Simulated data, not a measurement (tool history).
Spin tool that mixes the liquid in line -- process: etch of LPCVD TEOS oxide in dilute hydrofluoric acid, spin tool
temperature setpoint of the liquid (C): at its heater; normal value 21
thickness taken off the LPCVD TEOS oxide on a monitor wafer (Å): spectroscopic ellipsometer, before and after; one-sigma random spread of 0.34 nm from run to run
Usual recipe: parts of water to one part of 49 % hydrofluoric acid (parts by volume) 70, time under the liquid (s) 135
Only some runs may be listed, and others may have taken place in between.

| run | day | temperature setpoint of the liquid (C) | parts of water to one part of 49 % hydrofluoric acid (parts by volume) | time under the liquid (s) | read-back film thickness of the LPCVD TEOS oxide reference wafer, read on the same gauge (nm) | thickness taken off the LPCVD TEOS oxide on a monitor wafer (Å) |
|---|---|---|---|---|---|---|
| 1 | 0 | 21 | 50 | 135 | 29.97 | 718.5 |
| 2 | 2.529 | 21 | 50 | 135 | 30.01 | 719.2 |
| 3 | 4.796 | 21 | 70 | 135 | 30.02 | 502.4 |
| 4 | 8.55 | 21 | 70 | 135 | 30.03 | 503.9 |
|  | 10.85 | thermometer replaced |
| 5 | 11.829 | 21 | 70 | 135 | 30.02 | 494.5 |
| 6 | 15.462 | 21 | 70 | 135 | 30.01 | 492.6 |
| 7 | 17.254 | 22.5 | 70 | 135 | 29.99 | 521.5 |
| 8 | 20.233 | 21 | 70 | 135 | 29.99 | 493.1 |
| 9 | 22.808 | 21 | 70 | 135 | 29.98 | 500.2 |
| 10 | 26.012 | 21 | 60 | 135 | 30 | 583.5 |
| 11 | 27.812 | 21 | 70 | 95 | 30.01 | 350.5 |
| 12 | 32.012 | 21 | 70 | 135 | 30.04 | 500.6 |
| 13 | 33.754 | 21 | 70 | 135 | 29.97 | 495.9 |
| 14 | 37.746 | 25 | 85 | 185 | 29.98 | 646.3 |
|  | 38.333 | gauge calibrated |
| 15 | 40.762 | 23 | 105 | 160 | 29.98 | 406.7 |
| 16 | 44.433 | 23 | 70 | 135 | 30.03 | 541.8 |
|  | 46.596 | hydrofluoric acid flow meter replaced |
| 17 | 48.242 | 21 | 70 | 135 | 29.98 | 495.9 |
| 18 | 51.25 | 21 | 70 | 60 | 30 | 222.5 |
| 19 | 55.117 | 21 | 95 | 135 | 30 | 361.7 |
| 20 | 56.925 | 24.5 | 70 | 170 | 29.99 | 723.5 |
| 21 | 59.079 | 21 | 70 | 135 | 30.03 | 502 |
| 22 | 61.175 | 21 | 70 | 135 | 30.01 | 501 |
| 23 | 65.425 | 21 | 70 | 135 | 30.01 | 501.5 |
| 24 | 68.696 | 21 | 70 | 175 | 29.99 | 662.3 |
| 25 | 70.858 | 21 | 50 | 190 | 30.04 | 1024.5 |
| 26 | 74.446 | 18 | 45 | 205 | 29.99 | 1088.1 |
| 27 | 78.712 | 21 | 70 | 135 | 29.99 | 514.5 |
| 28 | 82.846 | 21 | 70 | 135 | 30.01 | 507.1 |
| 29 | 86.738 | 21 | 70 | 135 | 29.98 | 507.9 |
|  | 86.888 | thermometer replaced |
| 30 | 89.7 | 17 | 45 | 105 | 29.99 | 513.1 |
| 31 | 93.35 | 17.5 | 45 | 180 | 30.02 | 901.3 |
| 32 | 97.617 | 22.5 | 70 | 135 | 29.98 | 524.4 |
| 33 | 100.525 | 21 | 40 | 205 | 29.97 | 1360.6 |

How would selected steps in thickness taken off the LPCVD TEOS oxide on a monitor wafer (Å) from run to run divide? Give the signed amount a tool lacking its hidden state would still show from settings, what came in and random variation, and the signed amount left for the hidden state, including any gauge scatter that is not in both of the compared results.
Hidden state present: liquid hotter than its thermometer reads (K); hydrofluoric acid flow above the setpoint (%); gauge reads high (%).
Run 4 -> 5: thermometer replaced. thickness taken off the LPCVD TEOS oxide on a monitor wafer (Å) -9.4: hidden state -12.5, all else +3.1.
Run 26 -> 27: temperature setpoint of the liquid (C) 18 -> 21, parts of water to one part of 49 % hydrofluoric acid (parts by volume) 45 -> 70, time under the liquid (s) 205 -> 135. thickness taken off the LPCVD TEOS oxide on a monitor wafer (Å) -573.6: hidden state -18.9, all else -554.7.
Run 29 -> 30: temperature setpoint of the liquid (C) 21 -> 17, parts of water to one part of 49 % hydrofluoric acid (parts by volume) 70 -> 45, time under the liquid (s) 135 -> 105, thermometer replaced. thickness taken off the LPCVD TEOS oxide on a monitor wafer (Å) +5.2: hidden state -16.4, all else +21.6.
Run 30 -> 31: temperature setpoint of the liquid (C) 17 -> 17.5, time under the liquid (s) 105 -> 180. thickness taken off the LPCVD TEOS oxide on a monitor wafer (Å) +388.2: hidden state +3.5, all else +384.7.
Run 32 -> 33: temperature setpoint of the liquid (C) 22.5 -> 21, parts of water to one part of 49 % hydrofluoric acid (parts by volume) 70 -> 40, time under the liquid (s) 135 -> 205. thickness taken off the LPCVD TEOS oxide on a monitor wafer (Å) +836.2: hidden state +8.6, all else +827.6.
